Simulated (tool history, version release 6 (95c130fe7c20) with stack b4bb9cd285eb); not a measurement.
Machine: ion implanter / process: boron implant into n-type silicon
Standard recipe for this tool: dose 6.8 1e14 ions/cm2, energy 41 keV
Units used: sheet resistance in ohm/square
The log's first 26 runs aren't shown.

run   hour  dose  energy  wafers since the last listed run  hours since the last dose calibration  hours since the extraction supply was calibrated  hours since the gauge calibration  read-back reference wafer on the same gauge, sheet resistance  sheet resistance
 27  685.5  7.42      45                               360                                  372.7                                             450.6                              361.4                                                         143.46            141.87
 28  708.2  8.06      41                               456                                  395.4                                             473.3                              384.1                                                         143.59            136.11
 29  721.6  5.27      41                               269                                  408.8                                             486.7                              397.5                                                         143.76            190.33
 30  750.5  5.53      31                               581                                  437.7                                             515.6                              426.4                                                         143.78            188.04
 31  772.7  8.74    31.5                               446                                  459.9                                             537.8                              448.6                                                         143.99            129.95
 32  788.2  7.54    50.5                               311                                  475.4                                             553.3                              464.1                                                         143.97            141.85
 33  812.6   6.8    33.5                               490                                  499.8                                             577.7                              488.5                                                         144.19            158.73
 34  859.6  7.76    28.5                               945                                  546.8                                             624.7                              535.5                                                         144.45            142.49
 35  877.3   6.8    35.5                               356                                  564.5                                             642.4                              553.2                                                         144.46            158.28
 36  912.8   6.8      41                               714                                    600                                             677.9                              588.7                                                         144.86            156.22

What if the next run were any one of these 5? Each begins from the tool's condition after run 36:
  A  913.2   6.8      52                                 8                                  600.4                                             678.3                              589.1                                                              ?                 ?
  B  913.2  4.84      51                                 8                                  600.4                                             678.3                              589.1                                                              ?                 ?
  C  913.2  5.78    50.5                                 8                                  600.4                                             678.3                              589.1                                                              ?                 ?
  D  913.2  6.07      41                                 8                                  600.4                                             678.3                              589.1                                                              ?                 ?
  E  913.2  8.43      34                                 8                                  600.4                                             678.3                              589.1                                                              ?                 ?

run  read-back reference wafer on the same gauge, sheet resistance  sheet resistance
  A                                                         144.68            153.75
  B                                                         144.68            202.23
  C                                                         144.68            175.45
  D                                                         144.68            171.82
  E                                                         144.68            133.33
Stripped of hidden state, with their random variation kept, the same runs would have yielded:
run  sheet resistance
  A            149.74
  B            196.96
  C            170.88
  D            167.34
  E            129.85
